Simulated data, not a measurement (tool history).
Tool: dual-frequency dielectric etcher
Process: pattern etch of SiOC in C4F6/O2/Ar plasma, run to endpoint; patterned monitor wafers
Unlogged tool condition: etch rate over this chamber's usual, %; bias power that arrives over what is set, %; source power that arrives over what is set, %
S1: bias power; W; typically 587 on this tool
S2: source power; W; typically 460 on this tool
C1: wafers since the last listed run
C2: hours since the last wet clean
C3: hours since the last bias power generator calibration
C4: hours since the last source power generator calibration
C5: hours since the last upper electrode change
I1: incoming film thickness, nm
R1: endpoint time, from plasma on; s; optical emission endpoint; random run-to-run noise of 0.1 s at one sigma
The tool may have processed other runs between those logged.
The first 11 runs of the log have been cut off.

{"run": 12, "day": 20.742, "S1": 587, "S2": 530, "C1": 1220, "C2": 363.3, "C3": 2124, "C4": 4948.5, "C5": 2912.9, "I1": 37.57, "R1": 11.3}
{"run": 13, "day": 22.6, "S1": 587, "S2": 530, "C1": 972, "C2": 407.9, "C3": 2168.6, "C4": 4993.1, "C5": 2957.5, "I1": 37.48, "R1": 11.3}
{"day": 24.15, "done": "bias power generator calibrated"}
{"run": 14, "day": 24.762, "S1": 539, "S2": 570, "C1": 1044, "C2": 459.8, "C3": 14.7, "C4": 5045, "C5": 3009.4, "I1": 37.45, "R1": 11.5}
{"day": 27.067, "done": "wet clean of the chamber, repeated, since the last time left the tool worse"}
{"run": 15, "day": 27.088, "S1": 587, "S2": 490, "C1": 693, "C2": 0.5, "C3": 70.5, "C4": 5100.8, "C5": 3065.2, "I1": 37.42, "R1": 11.1}
{"run": 16, "day": 29.104, "S1": 692, "S2": 460, "C1": 1055, "C2": 48.9, "C3": 118.9, "C4": 5149.2, "C5": 3113.6, "I1": 37.76, "R1": 11}
{"run": 17, "day": 30.938, "S1": 480, "S2": 500, "C1": 959, "C2": 92.9, "C3": 162.9, "C4": 5193.2, "C5": 3157.6, "I1": 37.33, "R1": 11.5}
{"day": 32.192, "done": "source power generator calibrated"}
{"run": 18, "day": 33.517, "S1": 674, "S2": 400, "C1": 1262, "C2": 154.8, "C3": 224.8, "C4": 31.8, "C5": 3219.5, "I1": 37.51, "R1": 11.6}
{"run": 19, "day": 36.383, "S1": 587, "S2": 460, "C1": 1500, "C2": 223.6, "C3": 293.6, "C4": 100.6, "C5": 3288.3, "I1": 37.14, "R1": 11.1}
{"run": 20, "day": 37.962, "S1": 701, "S2": 410, "C1": 826, "C2": 261.5, "C3": 331.5, "C4": 138.5, "C5": 3326.2, "I1": 37.42, "R1": 11.3}
{"run": 21, "day": 40.421, "S1": 587, "S2": 580, "C1": 1286, "C2": 320.5, "C3": 390.5, "C4": 197.5, "C5": 3385.2, "I1": 37.43, "R1": 10.4}
{"run": 22, "day": 43.208, "S1": 587, "S2": 530, "C1": 1458, "C2": 387.4, "C3": 457.4, "C4": 264.4, "C5": 3452.1, "I1": 36.96, "R1": 10.8}
{"run": 23, "day": 46.092, "S1": 460, "S2": 550, "C1": 1508, "C2": 456.6, "C3": 526.6, "C4": 333.6, "C5": 3521.3, "I1": 37.13, "R1": 11.4}
{"day": 48.171, "done": "upper electrode replaced"}
{"run": 24, "day": 48.358, "S1": 631, "S2": 540, "C1": 662, "C2": 511, "C3": 581, "C4": 388, "C5": 4.5, "I1": 37.49, "R1": 10.7}
{"day": 50.642, "done": "wet clean of the chamber"}
{"run": 25, "day": 51.025, "S1": 547, "S2": 460, "C1": 872, "C2": 9.2, "C3": 645, "C4": 452, "C5": 68.5, "I1": 37.5, "R1": 11.4}
{"run": 26, "day": 58.371, "S1": 587, "S2": 460, "C1": 3843, "C2": 185.5, "C3": 821.3, "C4": 628.3, "C5": 244.8, "I1": 37.34, "R1": 11.3}
{"run": 27, "day": 61.254, "S1": 677, "S2": 550, "C1": 1508, "C2": 254.7, "C3": 890.5, "C4": 697.5, "C5": 314, "I1": 37.32, "R1": 10.1}
{"run": 28, "day": 63.525, "S1": 587, "S2": 460, "C1": 1188, "C2": 309.2, "C3": 945, "C4": 752, "C5": 368.5, "I1": 37.42, "R1": 11.3}
{"run": 29, "day": 64.858, "S1": 700, "S2": 420, "C1": 697, "C2": 341.2, "C3": 977, "C4": 784, "C5": 400.5, "I1": 37.27, "R1": 11.1}

Run 30 is up next; what results do you expect?
{"run": 30, "day": 66.112, "S1": 587, "S2": 460, "C1": 656, "C2": 371.3, "C3": 1007.1, "C4": 814.1, "C5": 430.6, "I1": 37.04, "R1": "?"}

Run 30 yielded R1 11.3 s.
Were there no unlogged condition in the tool, this run, its random variation unchanged, would have produced R1 11.2 s.

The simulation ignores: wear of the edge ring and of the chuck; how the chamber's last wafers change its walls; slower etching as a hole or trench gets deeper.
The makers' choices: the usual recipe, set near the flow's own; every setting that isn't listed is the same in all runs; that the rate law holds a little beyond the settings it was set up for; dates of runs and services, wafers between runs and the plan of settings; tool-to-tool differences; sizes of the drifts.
